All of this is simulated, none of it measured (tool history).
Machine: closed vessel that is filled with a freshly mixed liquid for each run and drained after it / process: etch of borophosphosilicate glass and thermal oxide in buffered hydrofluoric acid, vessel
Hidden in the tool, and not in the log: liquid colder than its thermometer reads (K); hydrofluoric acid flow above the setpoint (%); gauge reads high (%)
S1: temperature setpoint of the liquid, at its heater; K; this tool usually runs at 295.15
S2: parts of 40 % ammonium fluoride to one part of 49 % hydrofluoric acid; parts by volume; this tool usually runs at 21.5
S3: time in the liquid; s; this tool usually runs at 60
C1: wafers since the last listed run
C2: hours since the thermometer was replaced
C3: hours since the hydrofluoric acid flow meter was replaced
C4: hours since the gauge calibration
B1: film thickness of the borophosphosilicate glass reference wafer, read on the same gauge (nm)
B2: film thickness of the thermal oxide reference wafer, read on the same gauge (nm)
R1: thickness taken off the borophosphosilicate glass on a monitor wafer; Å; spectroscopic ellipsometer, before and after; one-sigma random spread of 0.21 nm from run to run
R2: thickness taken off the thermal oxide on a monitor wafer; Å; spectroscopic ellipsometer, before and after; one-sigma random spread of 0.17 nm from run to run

run   hour      S1    S2  S3     C1      C2      C3     C4      B1     B2     R1     R2
  1      0  295.15  21.5  65      0  1277.5  1625.5  102.2  120.02     50  278.5  279.5
  2   28.5  295.15  21.5  65   3265    1306    1654  130.7  119.97  50.01  282.6  276.9
  3  117.7  295.15  21.5  60  10220  1395.2  1743.2  219.9  120.03  49.97  258.9  254.8
  4  151.3  295.15  21.5  60   3849  1428.8  1776.8  253.5  119.99  49.99  260.3  257.7
  5  181.4  295.15  21.5  45   3448  1458.9  1806.9  283.6  120.01  49.97  193.8  192.7
  6  205.2  295.15  21.5  60   2726  1482.7  1830.7  307.4  120.02     50  256.3  252.6
  7  239.7  297.65  17.5  50   3952  1517.2  1865.2  341.9  119.97  50.01  294.5  289.5
  8  259.1  295.15  21.5  60   2222  1536.6  1884.6  361.3  119.99  50.03  253.6  254.1
     262.2  -- hydrofluoric acid flow meter replaced
  9  277.4  291.65  24.5  60   1982  1554.9    15.2  379.6  119.98  49.97  190.4  190.4
 10    310  295.15  21.5  60   3735  1587.5    47.8  412.2     120  50.02  252.9  253.5
 11  334.1  290.65  21.5  30   2761  1611.6    71.9  436.3  120.02  49.99     98   96.9
 12  362.3  296.65  25.5  60   3231  1639.8   100.1  464.5  119.97  50.01  246.4  244.7
 13  394.4  295.15  21.5  60   3677  1671.9   132.2  496.6     120  49.99  252.4  250.6
 14  413.8  291.15  21.5  95   2222  1691.3   151.6    516  119.95  49.96  319.5  316.5
 15  433.9  296.65  21.5  30   2303  1711.4   171.7  536.1  119.97  49.98  136.7    136
       523  -- gauge calibrated
 16  535.9  290.65  29.5  75  11687  1813.4   273.7   12.9  119.99  49.98  195.2  192.8

Expected results for the next run?
     544.7  -- thermometer replaced
 17  551.3  297.65  19  35  1649  6.6  289.1  28.3   ?   ?   ?   ?

B1: 119.99
B2: 50.03
R1: 214.7 Å
R2: 214.9 Å
If the tool had no hidden condition, the same run with the same run-to-run variation would have returned R1 215.4 Å, R2 215.6 Å.

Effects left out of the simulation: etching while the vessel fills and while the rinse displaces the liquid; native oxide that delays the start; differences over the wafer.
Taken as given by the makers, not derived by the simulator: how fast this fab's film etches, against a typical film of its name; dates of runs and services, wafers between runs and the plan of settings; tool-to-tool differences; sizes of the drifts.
